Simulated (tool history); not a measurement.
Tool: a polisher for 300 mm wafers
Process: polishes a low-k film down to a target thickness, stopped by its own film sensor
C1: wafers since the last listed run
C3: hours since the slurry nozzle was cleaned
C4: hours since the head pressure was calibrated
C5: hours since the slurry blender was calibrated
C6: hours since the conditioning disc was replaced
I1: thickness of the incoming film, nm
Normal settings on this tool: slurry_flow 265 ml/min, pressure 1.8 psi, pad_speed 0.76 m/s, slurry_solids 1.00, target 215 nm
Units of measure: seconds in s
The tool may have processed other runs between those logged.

run 1 hour=0.0 | slurry_flow=325 pressure=1.8 pad_speed=0.76 slurry_solids=1.15 target=215 | C1=0 wafers_polished_on_this_pad=669 C3=287.5 C4=1174.6 C5=251.1 C6=27.4 | I1=251.6 | seconds=108.8
run 2 hour=9.3 | slurry_flow=325 pressure=1.8 pad_speed=0.76 slurry_solids=1.15 target=215 | C1=107 wafers_polished_on_this_pad=776 C3=296.8 C4=1183.9 C5=260.4 C6=36.7 | I1=252.2 | seconds=110.3
-- hour=16.0 head pressure recalibrated
run 3 hour=18.2 | slurry_flow=265 pressure=1.8 pad_speed=0.76 slurry_solids=1.00 target=215 | C1=79 wafers_polished_on_this_pad=856 C3=305.7 C4=2.2 C5=269.3 C6=45.6 | I1=248.7 | seconds=109.5
run 4 hour=35.1 | slurry_flow=265 pressure=1.8 pad_speed=0.62 slurry_solids=1.05 target=215 | C1=195 wafers_polished_on_this_pad=1052 C3=322.6 C4=19.1 C5=286.2 C6=62.5 | I1=247.3 | seconds=118.8
run 5 hour=46.3 | slurry_flow=265 pressure=1.8 pad_speed=0.62 slurry_solids=1.00 target=215 | C1=129 wafers_polished_on_this_pad=1181 C3=333.8 C4=30.3 C5=297.4 C6=73.7 | I1=249.9 | seconds=134.5
run 6 hour=62.2 | slurry_flow=265 pressure=1.5 pad_speed=0.52 slurry_solids=1.20 target=215 | C1=184 wafers_polished_on_this_pad=1365 C3=349.7 C4=46.2 C5=313.3 C6=89.6 | I1=250.0 | seconds=164.1
-- hour=69.6 worn pad replaced by a new one
run 7 hour=70.1 | slurry_flow=265 pressure=1.8 pad_speed=0.76 slurry_solids=1.00 target=215 | C1=45 wafers_polished_on_this_pad=5 C3=357.6 C4=54.1 C5=321.2 C6=97.5 | I1=252.2 | seconds=128.1
run 8 hour=76.1 | slurry_flow=265 pressure=1.8 pad_speed=0.76 slurry_solids=1.00 target=215 | C1=69 wafers_polished_on_this_pad=75 C3=363.6 C4=60.1 C5=327.2 C6=103.5 | I1=249.5 | seconds=118.4
-- hour=92.8 conditioning disc replaced and pad reconditioned
run 9 hour=93.3 | slurry_flow=265 pressure=1.8 pad_speed=0.76 slurry_solids=1.25 target=215 | C1=175 wafers_polished_on_this_pad=251 C3=380.8 C4=77.3 C5=344.4 C6=0.5 | I1=250.7 | seconds=105.3
run 10 hour=114.4 | slurry_flow=265 pressure=1.5 pad_speed=0.98 slurry_solids=1.00 target=215 | C1=244 wafers_polished_on_this_pad=495 C3=401.9 C4=98.4 C5=365.5 C6=21.6 | I1=247.5 | seconds=107.8
-- hour=123.7 slurry blender recalibrated
run 11 hour=127.6 | slurry_flow=265 pressure=1.8 pad_speed=0.76 slurry_solids=1.00 target=215 | C1=129 wafers_polished_on_this_pad=625 C3=415.1 C4=111.6 C5=3.9 C6=34.8 | I1=251.4 | seconds=113.0
run 12 hour=137.7 | slurry_flow=265 pressure=1.8 pad_speed=0.76 slurry_solids=1.10 target=215 | C1=116 wafers_polished_on_this_pad=742 C3=425.2 C4=121.7 C5=14.0 C6=44.9 | I1=248.9 | seconds=100.7
run 13 hour=147.2 | slurry_flow=265 pressure=1.8 pad_speed=0.94 slurry_solids=1.25 target=215 | C1=109 wafers_polished_on_this_pad=852 C3=434.7 C4=131.2 C5=23.5 C6=54.4 | I1=249.8 | seconds=86.3
-- hour=151.3 slurry nozzle cleaned
run 14 hour=163.9 | slurry_flow=265 pressure=1.8 pad_speed=0.76 slurry_solids=1.00 target=215 | C1=181 wafers_polished_on_this_pad=1033 C3=12.6 C4=147.9 C5=40.2 C6=71.1 | I1=252.0 | seconds=116.8
run 15 hour=171.0 | slurry_flow=265 pressure=1.8 pad_speed=0.76 slurry_solids=1.00 target=215 | C1=82 wafers_polished_on_this_pad=1116 C3=19.7 C4=155.0 C5=47.3 C6=78.2 | I1=251.6 | seconds=120.1
run 16 hour=178.5 | slurry_flow=265 pressure=1.8 pad_speed=0.76 slurry_solids=1.00 target=215 | C1=86 wafers_polished_on_this_pad=1202 C3=27.2 C4=162.5 C5=54.8 C6=85.7 | I1=252.0 | seconds=122.1
-- hour=184.1 worn pad replaced by a new one
run 17 hour=195.9 | slurry_flow=185 pressure=1.8 pad_speed=0.92 slurry_solids=0.75 target=215 | C1=155 wafers_polished_on_this_pad=136 C3=44.6 C4=179.9 C5=72.2 C6=103.1 | I1=248.1 | seconds=117.2
run 18 hour=228.4 | slurry_flow=330 pressure=1.6 pad_speed=0.94 slurry_solids=1.00 target=208 | C1=376 wafers_polished_on_this_pad=512 C3=77.1 C4=212.4 C5=104.7 C6=135.6 | I1=244.7 | seconds=121.0
-- hour=237.5 conditioning disc replaced and pad reconditioned
run 19 hour=238.0 | slurry_flow=265 pressure=1.8 pad_speed=0.76 slurry_solids=1.00 target=218 | C1=87 wafers_polished_on_this_pad=600 C3=86.7 C4=222.0 C5=114.3 C6=0.5 | I1=253.7 | seconds=111.3
run 20 hour=252.2 | slurry_flow=265 pressure=1.8 pad_speed=0.76 slurry_solids=1.00 target=215 | C1=164 wafers_polished_on_this_pad=764 C3=100.9 C4=236.2 C5=128.5 C6=14.7 | I1=245.4 | seconds=93.1
run 21 hour=267.3 | slurry_flow=170 pressure=1.8 pad_speed=0.76 slurry_solids=1.25 target=215 | C1=174 wafers_polished_on_this_pad=939 C3=116.0 C4=251.3 C5=143.6 C6=29.8 | I1=250.1 | seconds=107.6
run 22 hour=280.9 | slurry_flow=230 pressure=1.8 pad_speed=0.76 slurry_solids=1.20 target=215 | C1=157 wafers_polished_on_this_pad=1097 C3=129.6 C4=264.9 C5=157.2 C6=43.4 | I1=250.8 | seconds=106.9
run 23 hour=293.4 | slurry_flow=265 pressure=1.8 pad_speed=0.76 slurry_solids=1.00 target=215 | C1=144 wafers_polished_on_this_pad=1241 C3=142.1 C4=277.4 C5=169.7 C6=55.9 | I1=250.6 | seconds=114.6
-- hour=308.0 worn pad replaced by a new one
run 24 hour=308.5 | slurry_flow=310 pressure=1.8 pad_speed=0.76 slurry_solids=1.00 target=215 | C1=128 wafers_polished_on_this_pad=6 C3=157.2 C4=292.5 C5=184.8 C6=71.0 | I1=250.6 | seconds=112.7
run 25 hour=320.7 | slurry_flow=265 pressure=1.2 pad_speed=0.76 slurry_solids=1.00 target=205 | C1=141 wafers_polished_on_this_pad=147 C3=169.4 C4=304.7 C5=197.0 C6=83.2 | I1=249.8 | seconds=217.8

Predict each of these 5 candidate next runs independently; none follows another, all start after run 25:
run A hour=321.2 | slurry_flow=265 pressure=1.8 pad_speed=0.94 slurry_solids=1.00 target=215 | C1=5 wafers_polished_on_this_pad=153 C3=169.9 C4=305.2 C5=197.5 C6=83.7 | I1=246.4 | seconds=?
run B hour=321.2 | slurry_flow=265 pressure=2.1 pad_speed=0.86 slurry_solids=1.00 target=215 | C1=5 wafers_polished_on_this_pad=153 C3=169.9 C4=305.2 C5=197.5 C6=83.7 | I1=246.4 | seconds=?
run C hour=321.2 | slurry_flow=265 pressure=2.2 pad_speed=0.64 slurry_solids=0.80 target=215 | C1=5 wafers_polished_on_this_pad=153 C3=169.9 C4=305.2 C5=197.5 C6=83.7 | I1=246.4 | seconds=?
run D hour=321.2 | slurry_flow=355 pressure=1.8 pad_speed=0.76 slurry_solids=1.00 target=215 | C1=5 wafers_polished_on_this_pad=153 C3=169.9 C4=305.2 C5=197.5 C6=83.7 | I1=246.4 | seconds=?
run E hour=321.2 | slurry_flow=315 pressure=2.1 pad_speed=0.76 slurry_solids=1.00 target=215 | C1=5 wafers_polished_on_this_pad=153 C3=169.9 C4=305.2 C5=197.5 C6=83.7 | I1=246.4 | seconds=?

run=A seconds=88.4
run=B seconds=80.8
run=C seconds=104.7
run=D seconds=99.1
run=E seconds=86.2
What these runs would have given with no unlogged condition in the tool:
run=A seconds=81.5
run=B seconds=74.3
run=C seconds=96.5
run=D seconds=91.9
run=E seconds=79.6
